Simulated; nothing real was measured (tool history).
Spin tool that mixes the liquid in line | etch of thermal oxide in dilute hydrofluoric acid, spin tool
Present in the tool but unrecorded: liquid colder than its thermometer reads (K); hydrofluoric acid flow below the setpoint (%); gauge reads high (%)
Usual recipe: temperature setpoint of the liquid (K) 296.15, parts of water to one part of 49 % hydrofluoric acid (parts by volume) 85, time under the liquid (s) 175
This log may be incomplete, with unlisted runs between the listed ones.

run    hour  temperature setpoint of the liquid (K)  parts of water to one part of 49 % hydrofluoric acid (parts by volume)  time under the liquid (s)  wafers since the last listed run  hours since the thermometer was replaced  hours since the hydrofluoric acid flow meter was replaced  hours since the gauge calibration  read-back film thickness of the thermal oxide reference wafer, read on the same gauge (nm)  thickness taken off the thermal oxide on a monitor wafer (angstrom)
  1     0.0                                  296.15                                                                      85                        175                                 0                                     776.8                                                      481.2                               97.5                                                                                       60.01                                                                 85.7
  2    54.9                                  296.15                                                                      85                        175                               405                                     831.7                                                      536.1                              152.4                                                                                       59.99                                                                 85.3
  3   106.5                                  298.65                                                                      85                        200                               380                                     883.3                                                      587.7                              204.0                                                                                       59.98                                                                107.8
  4   270.3                                  293.15                                                                      70                        175                              1209                                    1047.1                                                      751.5                              367.8                                                                                       60.02                                                                 91.4
      303.0  -- hydrofluoric acid flow meter replaced
  5   360.8                                  293.15                                                                      70                        175                               660                                    1137.6                                                       57.8                              458.3                                                                                       60.01                                                                 91.7
  6   440.7                                  293.15                                                                      60                        175                               589                                    1217.5                                                      137.7                              538.2                                                                                       59.99                                                                108.0
  7   539.4                                  296.15                                                                      75                        175                               728                                    1316.2                                                      236.4                              636.9                                                                                       59.96                                                                 95.7
      575.5  -- thermometer replaced
  8   633.2                                  296.15                                                                      75                        175                               685                                      57.7                                                      330.2                              730.7                                                                                       59.98                                                                 89.9
  9   681.8                                  296.15                                                                      75                        175                               358                                     106.3                                                      378.8                              779.3                                                                                       60.02                                                                 90.1
 10   758.6                                  296.15                                                                      85                        250                               566                                     183.1                                                      455.6                              856.1                                                                                       60.00                                                                111.2
 11   830.1                                  296.15                                                                      85                        250                               527                                     254.6                                                      527.1                              927.6                                                                                       60.00                                                                109.0
 12   931.4                                  296.15                                                                      85                        175                               747                                     355.9                                                      628.4                             1028.9                                                                                       60.00                                                                 76.7
      964.2  -- thermometer replaced, repeated, since the last time left the tool worse
 13  1005.1                                  296.15                                                                      85                        175                               536                                      40.9                                                      702.1                             1102.6                                                                                       59.98                                                                 86.9
 14  1070.8                                  296.15                                                                      85                        175                               484                                     106.6                                                      767.8                             1168.3                                                                                       59.99                                                                 88.2
 15  1175.3                                  296.15                                                                      85                        175                               771                                     211.1                                                      872.3                             1272.8                                                                                       60.00                                                                 87.1
 16  1278.5                                  296.15                                                                      85                        175                               761                                     314.3                                                      975.5                             1376.0                                                                                       60.01                                                                 85.9
     1310.3  -- hydrofluoric acid flow meter replaced
 17  1334.2                                  296.15                                                                      85                        175                               403                                     370.0                                                       23.9                             1431.7                                                                                       60.00                                                                 86.4
 18  1426.0                                  298.65                                                                     125                         75                               677                                     461.8                                                      115.7                             1523.5                                                                                       60.00                                                                 26.1
 19  1599.5                                  291.15                                                                      85                        100                              1280                                     635.3                                                      289.2                             1697.0                                                                                       59.99                                                                 39.8
 20  1638.5                                  294.65                                                                     110                        260                               287                                     674.3                                                      328.2                             1736.0                                                                                       59.99                                                                 89.9
 21  1696.7                                  297.65                                                                      65                        235                               429                                     732.5                                                      386.4                             1794.2                                                                                       59.99                                                                161.8
 22  1778.7                                  296.15                                                                      95                        205                               605                                     814.5                                                      468.4                             1876.2                                                                                       60.00                                                                 87.9
 23  1861.7                                  291.65                                                                      85                        130                               612                                     897.5                                                      551.4                             1959.2                                                                                       59.99                                                                 51.5
 24  1913.6                                  293.65                                                                      50                        240                               383                                     949.4                                                      603.3                             2011.1                                                                                       60.00                                                                184.4
     1916.3  -- gauge calibrated
     2142.8  -- hydrofluoric acid flow meter replaced
 25  2199.1                                  294.15                                                                      85                        225                              2100                                    1234.9                                                       56.3                              282.8                                                                                       59.98                                                                 96.0
 26  2266.7                                  292.65                                                                      85                        175                               499                                    1302.5                                                      123.9                              350.4                                                                                       59.99                                                                 72.0
     2310.7  -- thermometer replaced
 27  2323.1                                  296.15                                                                     100                        115                               408                                      12.4                                                      180.3                              406.8                                                                                       59.98                                                                 48.2
 28  2402.2                                  294.65                                                                      65                        255                               583                                      91.5                                                      259.4                              485.9                                                                                       60.03                                                                158.2
 29  2482.9                                  299.65                                                                     110                        115                               595                                     172.2                                                      340.1                              566.6                                                                                       59.99                                                                 48.8
 30  2555.2                                  296.15                                                                      85                        175                               533                                     244.5                                                      412.4                              638.9                                                                                       59.98                                                                 87.2
 31  2591.7                                  294.65                                                                     110                        260                               269                                     281.0                                                      448.9                              675.4                                                                                       60.01                                                                 91.4
 32  2687.9                                  296.15                                                                      85                        175                               710                                     377.2                                                      545.1                              771.6                                                                                       60.03                                                                 86.7
 33  2790.0                                  296.15                                                                      50                        135                               753                                     479.3                                                      647.2                              873.7                                                                                       60.02                                                                118.0
 34  2861.1                                  293.15                                                                     100                        230                               524                                     550.4                                                      718.3                              944.8                                                                                       60.00                                                                 83.5

Below, each run's measurement less what the same run would have read without the hidden state. Both values contain the same run-to-run variation, but the gauge's scatter may not be the same in both:
run  thickness taken off the thermal oxide on a monitor wafer (angstrom)
  1                                                                 -3.0
  2                                                                 -3.2
  3                                                                 -4.2
  4                                                                 -4.5
  5                                                                 -4.9
  6                                                                 -6.2
  7                                                                 -5.8
  8                                                                -11.4
  9                                                                -11.7
 10                                                                -14.8
 11                                                                -14.8
 12                                                                -10.8
 13                                                                 -0.8
 14                                                                 -1.1
 15                                                                 -1.4
 16                                                                 -1.8
 17                                                                 -2.1
 18                                                                 -0.7
 19                                                                 -1.5
 20                                                                 -3.3
 21                                                                 -6.4
 22                                                                 -3.8
 23                                                                 -2.5
 24                                                                 -9.5
 25                                                                 -6.1
 26                                                                 -4.9
 27                                                                 -0.2
 28                                                                 -1.3
 29                                                                 -0.5
 30                                                                 -1.2
 31                                                                 -1.4
 32                                                                 -1.7
 33                                                                 -3.0
 34                                                                 -2.4
